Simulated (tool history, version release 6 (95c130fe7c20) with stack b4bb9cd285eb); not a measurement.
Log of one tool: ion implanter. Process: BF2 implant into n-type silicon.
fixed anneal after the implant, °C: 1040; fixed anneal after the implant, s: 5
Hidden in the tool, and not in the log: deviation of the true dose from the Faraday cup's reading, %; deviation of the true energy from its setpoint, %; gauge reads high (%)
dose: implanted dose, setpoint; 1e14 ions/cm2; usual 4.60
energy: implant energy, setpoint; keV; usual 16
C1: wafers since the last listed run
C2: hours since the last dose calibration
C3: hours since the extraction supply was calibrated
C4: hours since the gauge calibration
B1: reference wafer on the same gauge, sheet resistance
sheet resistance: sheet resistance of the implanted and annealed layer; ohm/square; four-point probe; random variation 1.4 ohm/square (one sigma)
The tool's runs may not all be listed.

{"run": 1, "hour": 0.0, "dose": 4.23, "energy": 16, "C1": 0, "C2": 165.1, "C3": 6756.0, "C4": 217.4, "B1": 238.27, "sheet resistance": 313.39}
{"run": 2, "hour": 32.7, "dose": 4.23, "energy": 16, "C1": 327, "C2": 197.8, "C3": 6788.7, "C4": 250.1, "B1": 237.86, "sheet resistance": 314.97}
{"run": 3, "hour": 49.2, "dose": 4.23, "energy": 16, "C1": 165, "C2": 214.3, "C3": 6805.2, "C4": 266.6, "B1": 238.25, "sheet resistance": 313.84}
{"run": 4, "hour": 80.0, "dose": 4.08, "energy": 16, "C1": 308, "C2": 245.1, "C3": 6836.0, "C4": 297.4, "B1": 238.24, "sheet resistance": 322.31}
{"run": 5, "hour": 106.6, "dose": 4.08, "energy": 16, "C1": 266, "C2": 271.7, "C3": 6862.6, "C4": 324.0, "B1": 238.0, "sheet resistance": 324.74}
{"run": 6, "hour": 161.6, "dose": 4.08, "energy": 16, "C1": 550, "C2": 326.7, "C3": 6917.6, "C4": 379.0, "B1": 237.75, "sheet resistance": 323.97}
{"run": 7, "hour": 178.4, "dose": 4.6, "energy": 16, "C1": 168, "C2": 343.5, "C3": 6934.4, "C4": 395.8, "B1": 237.75, "sheet resistance": 296.6}
{"hour": 236.0, "done": "gauge calibrated"}
{"run": 8, "hour": 266.0, "dose": 4.6, "energy": 16, "C1": 876, "C2": 431.1, "C3": 7022.0, "C4": 30.0, "B1": 237.59, "sheet resistance": 298.63}
{"run": 9, "hour": 298.2, "dose": 4.6, "energy": 16, "C1": 322, "C2": 463.3, "C3": 7054.2, "C4": 62.2, "B1": 237.84, "sheet resistance": 295.2}
{"run": 10, "hour": 314.7, "dose": 4.6, "energy": 16, "C1": 165, "C2": 479.8, "C3": 7070.7, "C4": 78.7, "B1": 238.04, "sheet resistance": 297.54}
{"run": 11, "hour": 342.7, "dose": 4.6, "energy": 16, "C1": 280, "C2": 507.8, "C3": 7098.7, "C4": 106.7, "B1": 237.58, "sheet resistance": 295.3}
{"hour": 362.9, "done": "Faraday cup replaced and dose calibrated"}
{"run": 12, "hour": 363.4, "dose": 4.6, "energy": 16, "C1": 127, "C2": 0.5, "C3": 7119.4, "C4": 127.4, "B1": 237.76, "sheet resistance": 300.38}
{"run": 13, "hour": 380.3, "dose": 4.6, "energy": 16, "C1": 169, "C2": 17.4, "C3": 7136.3, "C4": 144.3, "B1": 238.32, "sheet resistance": 295.36}
{"run": 14, "hour": 413.5, "dose": 4.6, "energy": 16, "C1": 332, "C2": 50.6, "C3": 7169.5, "C4": 177.5, "B1": 237.63, "sheet resistance": 298.54}
{"run": 15, "hour": 444.3, "dose": 4.99, "energy": 14, "C1": 308, "C2": 81.4, "C3": 7200.3, "C4": 208.3, "B1": 238.17, "sheet resistance": 290.58}
{"run": 16, "hour": 474.2, "dose": 3.34, "energy": 18, "C1": 299, "C2": 111.3, "C3": 7230.2, "C4": 238.2, "B1": 237.65, "sheet resistance": 371.0}

The next listed run, before its measurement:
{"run": 17, "hour": 495.7, "dose": 4.6, "energy": 20, "C1": 215, "C2": 132.8, "C3": 7251.7, "C4": 259.7, "B1": "?", "sheet resistance": "?"}

B1: 237.16
sheet resistance: 282.80 ohm/square
Without the tool's hidden state the same run would have given sheet resistance 282.80 ohm/square.

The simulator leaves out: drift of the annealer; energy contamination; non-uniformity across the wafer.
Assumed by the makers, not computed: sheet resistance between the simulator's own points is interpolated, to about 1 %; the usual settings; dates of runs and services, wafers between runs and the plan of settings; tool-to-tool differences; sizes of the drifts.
